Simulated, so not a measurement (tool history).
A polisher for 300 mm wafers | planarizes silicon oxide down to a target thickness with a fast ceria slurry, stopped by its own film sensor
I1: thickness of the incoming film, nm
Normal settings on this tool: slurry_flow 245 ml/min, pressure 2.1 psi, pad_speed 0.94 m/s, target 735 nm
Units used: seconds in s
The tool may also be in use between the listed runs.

{"run": 1, "hour": 0.0, "slurry_flow": 245, "pressure": 2.1, "pad_speed": 0.94, "target": 455, "I1": 1974.7, "seconds": 110.9}
{"run": 2, "hour": 23.9, "slurry_flow": 245, "pressure": 2.1, "pad_speed": 0.94, "target": 455, "I1": 1981.9, "seconds": 112.1}
{"run": 3, "hour": 43.5, "slurry_flow": 245, "pressure": 2.1, "pad_speed": 0.94, "target": 455, "I1": 1952.6, "seconds": 111.5}
{"hour": 63.6, "done": "worn pad replaced by a new one"}
{"run": 4, "hour": 70.9, "slurry_flow": 245, "pressure": 2.1, "pad_speed": 0.7, "target": 735, "I1": 1988.1, "seconds": 110.8}
{"run": 5, "hour": 102.9, "slurry_flow": 245, "pressure": 2.1, "pad_speed": 0.7, "target": 735, "I1": 1960.2, "seconds": 111}
{"run": 6, "hour": 116.8, "slurry_flow": 245, "pressure": 2.1, "pad_speed": 0.7, "target": 735, "I1": 1991.8, "seconds": 113.7}
{"run": 7, "hour": 151.1, "slurry_flow": 245, "pressure": 2.1, "pad_speed": 0.94, "target": 735, "I1": 1995, "seconds": 93.9}
{"hour": 163.6, "done": "worn pad replaced by a new one"}
{"hour": 165.0, "done": "head pressure recalibrated"}
{"run": 8, "hour": 182.3, "slurry_flow": 245, "pressure": 2.1, "pad_speed": 0.94, "target": 735, "I1": 1983.1, "seconds": 93.6}
{"hour": 191.9, "done": "slurry nozzle cleaned"}
{"run": 9, "hour": 210.5, "slurry_flow": 245, "pressure": 2.1, "pad_speed": 0.94, "target": 735, "I1": 1962.4, "seconds": 92.5}
{"run": 10, "hour": 238.0, "slurry_flow": 245, "pressure": 2.1, "pad_speed": 0.94, "target": 735, "I1": 2009.2, "seconds": 96}
{"run": 11, "hour": 260.7, "slurry_flow": 245, "pressure": 2.1, "pad_speed": 0.94, "target": 735, "I1": 1994, "seconds": 92}
{"run": 12, "hour": 278.3, "slurry_flow": 295, "pressure": 1.8, "pad_speed": 0.94, "target": 1136, "I1": 2002.6, "seconds": 74.6}
{"hour": 293.6, "done": "worn pad replaced by a new one"}
{"run": 13, "hour": 306.4, "slurry_flow": 170, "pressure": 1.5, "pad_speed": 1.12, "target": 337, "I1": 2009.6, "seconds": 162.2}
{"run": 14, "hour": 325.8, "slurry_flow": 290, "pressure": 1.6, "pad_speed": 0.84, "target": 340, "I1": 1987.9, "seconds": 171}
{"run": 15, "hour": 350.1, "slurry_flow": 320, "pressure": 2.4, "pad_speed": 1.14, "target": 322, "I1": 1984.5, "seconds": 92}
{"run": 16, "hour": 384.7, "slurry_flow": 245, "pressure": 2.1, "pad_speed": 0.94, "target": 455, "I1": 1980.5, "seconds": 112.8}
{"run": 17, "hour": 396.8, "slurry_flow": 245, "pressure": 2.1, "pad_speed": 0.94, "target": 735, "I1": 2001.5, "seconds": 93.5}
{"hour": 404.6, "done": "worn pad replaced by a new one"}
{"run": 18, "hour": 427.6, "slurry_flow": 245, "pressure": 2.1, "pad_speed": 0.94, "target": 735, "I1": 1972.4, "seconds": 90.8}
{"run": 19, "hour": 458.5, "slurry_flow": 320, "pressure": 2.5, "pad_speed": 0.84, "target": 735, "I1": 1961.1, "seconds": 79.4}
{"run": 20, "hour": 487.6, "slurry_flow": 245, "pressure": 2.1, "pad_speed": 0.8, "target": 1110, "I1": 1996.9, "seconds": 75}
{"run": 21, "hour": 509.9, "slurry_flow": 245, "pressure": 2.1, "pad_speed": 0.94, "target": 735, "I1": 1970.4, "seconds": 92.1}
{"hour": 517.3, "done": "worn pad replaced by a new one"}
{"run": 22, "hour": 531.2, "slurry_flow": 245, "pressure": 2.3, "pad_speed": 0.94, "target": 1065, "I1": 1995.7, "seconds": 63}

3 ways to go on from here, each from the tool as it stands after run 22. What would each give?
{"run": "A", "hour": 531.7, "slurry_flow": 245, "pressure": 2.1, "pad_speed": 0.94, "target": 735, "I1": 1985.1, "seconds": "?"}
{"run": "B", "hour": 531.7, "slurry_flow": 245, "pressure": 2.7, "pad_speed": 0.94, "target": 965, "I1": 1985.1, "seconds": "?"}
{"run": "C", "hour": 531.7, "slurry_flow": 310, "pressure": 2.1, "pad_speed": 1.22, "target": 600, "I1": 1985.1, "seconds": "?"}

run=A seconds=92.6
run=B seconds=58.8
run=C seconds=82.9
With the hidden condition removed and each run's random variation left untouched, the same runs would have given:
run=A seconds=92.6
run=B seconds=58.8
run=C seconds=82.9

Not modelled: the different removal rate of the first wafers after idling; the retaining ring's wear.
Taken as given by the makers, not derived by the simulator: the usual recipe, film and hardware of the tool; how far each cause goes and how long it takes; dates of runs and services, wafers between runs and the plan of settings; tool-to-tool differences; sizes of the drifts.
